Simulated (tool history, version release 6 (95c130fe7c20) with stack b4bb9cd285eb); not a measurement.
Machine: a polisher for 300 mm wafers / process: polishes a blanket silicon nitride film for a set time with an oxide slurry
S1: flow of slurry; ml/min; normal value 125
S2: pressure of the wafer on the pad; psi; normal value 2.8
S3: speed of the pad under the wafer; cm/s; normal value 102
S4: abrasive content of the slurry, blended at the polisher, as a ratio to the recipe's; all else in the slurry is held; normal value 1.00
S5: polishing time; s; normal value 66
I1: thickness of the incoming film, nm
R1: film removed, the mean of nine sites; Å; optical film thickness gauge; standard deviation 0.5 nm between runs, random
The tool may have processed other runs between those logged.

| run | hour | S1 | S2 | S3 | S4 | S5 | I1 | R1 |
|---|---|---|---|---|---|---|---|---|
| 1 | 0.0 | 125 | 2.8 | 102 | 1.00 | 66 | 349.7 | 340 |
|  | 87.1 | worn pad replaced by a new one |
| 2 | 94.3 | 125 | 2.8 | 102 | 1.00 | 66 | 349.4 | 328 |
| 3 | 138.1 | 125 | 2.8 | 102 | 1.00 | 66 | 350.8 | 338 |
|  | 197.5 | conditioning disc replaced and pad reconditioned |
| 4 | 231.1 | 125 | 2.8 | 102 | 1.00 | 66 | 350.6 | 336 |
|  | 289.2 | slurry nozzle cleaned |
| 5 | 306.9 | 125 | 2.8 | 102 | 1.00 | 66 | 346.1 | 334 |
|  | 403.5 | head pressure recalibrated |
| 6 | 408.2 | 125 | 2.0 | 102 | 1.00 | 66 | 343.6 | 245 |
| 7 | 466.2 | 125 | 2.0 | 102 | 1.00 | 66 | 348.4 | 237 |
|  | 492.4 | slurry blender recalibrated |
| 8 | 507.9 | 160 | 2.8 | 102 | 1.00 | 66 | 348.4 | 340 |
|  | 535.4 | worn pad replaced by a new one |
| 9 | 606.1 | 125 | 2.8 | 102 | 1.00 | 66 | 350.8 | 341 |
| 10 | 693.6 | 125 | 2.8 | 126 | 1.00 | 66 | 343.8 | 370 |
|  | 747.7 | conditioning disc replaced and pad reconditioned |
| 11 | 761.9 | 125 | 2.8 | 102 | 1.00 | 66 | 349.8 | 338 |
|  | 791.9 | slurry nozzle cleaned |
| 12 | 823.8 | 90 | 2.8 | 102 | 1.00 | 66 | 350.3 | 311 |
| 13 | 894.8 | 125 | 3.1 | 116 | 1.20 | 57 | 344.6 | 360 |
| 14 | 974.2 | 125 | 2.8 | 102 | 1.00 | 66 | 352.7 | 332 |
|  | 980.8 | slurry blender recalibrated |
|  | 1046.5 | worn pad replaced by a new one |
| 15 | 1059.1 | 125 | 2.8 | 102 | 1.00 | 66 | 353.0 | 336 |
| 16 | 1096.0 | 125 | 2.8 | 102 | 1.00 | 86 | 349.3 | 419 |
| 17 | 1153.6 | 125 | 2.8 | 102 | 1.00 | 66 | 349.2 | 328 |
|  | 1247.3 | conditioning disc replaced and pad reconditioned |
| 18 | 1247.8 | 125 | 2.3 | 102 | 1.00 | 66 | 346.7 | 274 |
| 19 | 1284.8 | 155 | 2.8 | 136 | 0.85 | 87 | 351.2 | 500 |
| 20 | 1355.5 | 80 | 2.8 | 68 | 1.00 | 66 | 346.4 | 250 |
|  | 1400.2 | slurry nozzle cleaned |
| 21 | 1443.7 | 125 | 3.1 | 102 | 1.15 | 66 | 348.5 | 389 |
|  | 1462.3 | slurry blender recalibrated |
| 22 | 1513.6 | 125 | 2.5 | 92 | 0.85 | 66 | 347.1 | 273 |
| 23 | 1621.0 | 125 | 2.8 | 134 | 1.00 | 66 | 344.4 | 390 |
|  | 1635.6 | worn pad replaced by a new one |
|  | 1673.0 | head pressure recalibrated |
| 24 | 1701.1 | 125 | 2.8 | 102 | 1.00 | 66 | 348.1 | 329 |

Below are 5 alternative next runs, each starting from the tool's condition after run 24. Predict each:
| A | 1701.5 | 125 | 2.8 | 102 | 1.00 | 84 | 350.9 | ? |
| B | 1701.5 | 125 | 1.8 | 102 | 1.00 | 66 | 350.9 | ? |
| C | 1701.5 | 125 | 2.8 | 102 | 0.75 | 81 | 350.9 | ? |
| D | 1701.5 | 170 | 1.8 | 72 | 1.20 | 66 | 350.9 | ? |
| E | 1701.5 | 125 | 2.2 | 102 | 1.00 | 57 | 350.9 | ? |

| run | R1 |
|---|---|
| A | 422 |
| B | 215 |
| C | 369 |
| D | 206 |
| E | 226 |
With the hidden condition removed and each run's random variation left untouched, the same runs would have given:
| run | R1 |
|---|---|
| A | 422 |
| B | 215 |
| C | 369 |
| D | 206 |
| E | 226 |
